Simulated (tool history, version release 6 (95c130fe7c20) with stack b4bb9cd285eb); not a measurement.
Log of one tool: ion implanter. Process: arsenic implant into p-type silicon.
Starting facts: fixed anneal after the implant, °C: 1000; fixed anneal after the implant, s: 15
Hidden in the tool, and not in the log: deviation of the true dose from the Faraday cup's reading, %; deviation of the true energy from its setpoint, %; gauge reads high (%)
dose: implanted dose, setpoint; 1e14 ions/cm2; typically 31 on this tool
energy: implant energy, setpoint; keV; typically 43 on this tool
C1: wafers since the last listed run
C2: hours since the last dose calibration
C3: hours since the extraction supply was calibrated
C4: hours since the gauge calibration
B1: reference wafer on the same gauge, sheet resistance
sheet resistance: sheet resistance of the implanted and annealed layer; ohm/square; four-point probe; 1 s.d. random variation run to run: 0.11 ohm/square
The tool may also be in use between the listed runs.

Run 1, hour 0: usual settings but energy 31.5 keV; C1 0; C2 503.6; C3 4155.7; C4 255.4; B1 82.42. Result: sheet resistance 88.97 ohm/square.
Run 2, hour 22.7: usual settings but energy 31.5 keV; C1 973; C2 526.3; C3 4178.4; C4 278.1; B1 82.53. Result: sheet resistance 89.16 ohm/square.
Run 3, hour 49.2: usual settings but energy 54.5 keV; C1 1136; C2 552.8; C3 4204.9; C4 304.6; B1 82.56. Result: sheet resistance 66.95 ohm/square.
Run 4, hour 62.8: usual settings but energy 54.5 keV; C1 583; C2 566.4; C3 4218.5; C4 318.2; B1 82.57. Result: sheet resistance 67.12 ohm/square.
Run 5, hour 98.5: usual settings; C1 1530; C2 602.1; C3 4254.2; C4 353.9; B1 82.73. Result: sheet resistance 76.17 ohm/square.
Run 6, hour 114.2: usual settings; C1 673; C2 617.8; C3 4269.9; C4 369.6; B1 82.69. Result: sheet resistance 75.87 ohm/square.
Run 7, hour 128.9: usual settings; C1 630; C2 632.5; C3 4284.6; C4 384.3; B1 82.8. Result: sheet resistance 76.15 ohm/square.
Run 8, hour 163.1: usual settings; C1 1466; C2 666.7; C3 4318.8; C4 418.5; B1 82.85. Result: sheet resistance 76.05 ohm/square.
Run 9, hour 190.8: usual settings; C1 1187; C2 694.4; C3 4346.5; C4 446.2; B1 82.94. Result: sheet resistance 76.28 ohm/square.
Run 10, hour 215.8: usual settings but energy 39.5 keV; C1 1071; C2 719.4; C3 4371.5; C4 471.2; B1 83.05. Result: sheet resistance 79.79 ohm/square.
Run 11, hour 242.6: usual settings but energy 39.5 keV; C1 1149; C2 746.2; C3 4398.3; C4 498; B1 83.04. Result: sheet resistance 79.58 ohm/square.
At hour 270.1: gauge calibrated.
Run 12, hour 271.5: usual settings; C1 1239; C2 775.1; C3 4427.2; C4 1.4; B1 81.78. Result: sheet resistance 75.1 ohm/square.
At hour 295.6: extraction supply calibrated.
Run 13, hour 296.1: usual settings but dose 22.95 1e14 ions/cm2, energy 36.5 keV; C1 711; C2 799.7; C3 0.5; C4 26; B1 81.82. Result: sheet resistance 85.72 ohm/square.
Run 14, hour 317.1: usual settings but dose 28.08 1e14 ions/cm2; C1 900; C2 820.7; C3 21.5; C4 47; B1 81.89. Result: sheet resistance 76.55 ohm/square.

The next listed run, before its measurement:
Run 15, hour 342.5: usual settings but dose 23.34 1e14 ions/cm2; C1 1089; C2 846.1; C3 46.9; C4 72.4; B1 ?. Result: sheet resistance ?.

Run 15 measured B1 81.96, sheet resistance 79.47 ohm/square.
Minus the tool's unlogged condition, the same run would have read sheet resistance 79.24 ohm/square.
